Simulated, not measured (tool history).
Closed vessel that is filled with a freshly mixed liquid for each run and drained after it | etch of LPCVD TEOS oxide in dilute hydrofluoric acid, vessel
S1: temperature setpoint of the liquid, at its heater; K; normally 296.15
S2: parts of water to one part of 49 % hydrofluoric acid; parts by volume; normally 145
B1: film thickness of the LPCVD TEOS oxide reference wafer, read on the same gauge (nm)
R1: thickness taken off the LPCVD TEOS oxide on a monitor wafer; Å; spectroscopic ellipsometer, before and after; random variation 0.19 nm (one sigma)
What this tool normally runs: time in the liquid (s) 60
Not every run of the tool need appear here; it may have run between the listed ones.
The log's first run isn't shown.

run 2 hour=14.2 | S1=296.15 S2=145 time_in_the_liquid_(s)=80 | B1=100.01 | R1=308.3
run 3 hour=38.1 | S1=296.15 S2=145 time_in_the_liquid_(s)=80 | B1=100.02 | R1=305.8
run 4 hour=59.1 | S1=296.15 S2=145 time_in_the_liquid_(s)=60 | B1=99.99 | R1=234.1
run 5 hour=78 | S1=296.15 S2=145 time_in_the_liquid_(s)=60 | B1=100 | R1=231.8
-- hour=92 gauge calibrated
-- hour=100.4 hydrofluoric acid flow meter replaced
run 6 hour=101.7 | S1=296.15 S2=145 time_in_the_liquid_(s)=75 | B1=100 | R1=291
run 7 hour=131.7 | S1=296.15 S2=145 time_in_the_liquid_(s)=70 | B1=99.99 | R1=265.4
run 8 hour=148.1 | S1=296.15 S2=145 time_in_the_liquid_(s)=70 | B1=100 | R1=267.3
run 9 hour=182 | S1=298.65 S2=145 time_in_the_liquid_(s)=60 | B1=99.98 | R1=250.9
run 10 hour=202.7 | S1=298.65 S2=145 time_in_the_liquid_(s)=60 | B1=100.04 | R1=254.7
run 11 hour=225.8 | S1=296.15 S2=180 time_in_the_liquid_(s)=35 | B1=100.03 | R1=104
run 12 hour=250 | S1=296.15 S2=145 time_in_the_liquid_(s)=60 | B1=100.06 | R1=230.5
run 13 hour=274.4 | S1=294.65 S2=145 time_in_the_liquid_(s)=50 | B1=100 | R1=181.2
run 14 hour=308.3 | S1=293.65 S2=145 time_in_the_liquid_(s)=70 | B1=99.99 | R1=244.3
run 15 hour=334 | S1=296.15 S2=145 time_in_the_liquid_(s)=70 | B1=100.01 | R1=264
run 16 hour=350.5 | S1=296.15 S2=145 time_in_the_liquid_(s)=60 | B1=99.98 | R1=226
run 17 hour=371 | S1=292.65 S2=145 time_in_the_liquid_(s)=60 | B1=100 | R1=201.3
run 18 hour=390.8 | S1=296.15 S2=145 time_in_the_liquid_(s)=60 | B1=100.04 | R1=231.5
run 19 hour=423 | S1=294.15 S2=145 time_in_the_liquid_(s)=75 | B1=99.99 | R1=262.3
run 20 hour=448.9 | S1=296.15 S2=145 time_in_the_liquid_(s)=60 | B1=99.97 | R1=231.9
run 21 hour=481.8 | S1=294.15 S2=210 time_in_the_liquid_(s)=45 | B1=99.98 | R1=103.2
-- hour=500.6 thermometer replaced
run 22 hour=513.4 | S1=296.15 S2=145 time_in_the_liquid_(s)=60 | B1=100.04 | R1=232.3
run 23 hour=531.6 | S1=300.65 S2=145 time_in_the_liquid_(s)=60 | B1=100.02 | R1=273.6
run 24 hour=559.8 | S1=296.15 S2=145 time_in_the_liquid_(s)=60 | B1=100.01 | R1=231.9
run 25 hour=645.8 | S1=296.15 S2=145 time_in_the_liquid_(s)=35 | B1=100.01 | R1=135.5
run 26 hour=671.7 | S1=291.65 S2=75 time_in_the_liquid_(s)=60 | B1=100.01 | R1=396.4

Expected results for the next run?
run 27 hour=696 | S1=296.15 S2=165 time_in_the_liquid_(s)=40 | B1=? | R1=?

B1: 100.01
R1: 129.9 Å
Had the tool carried no hidden state, the very same run would have given R1 129.9 Å.
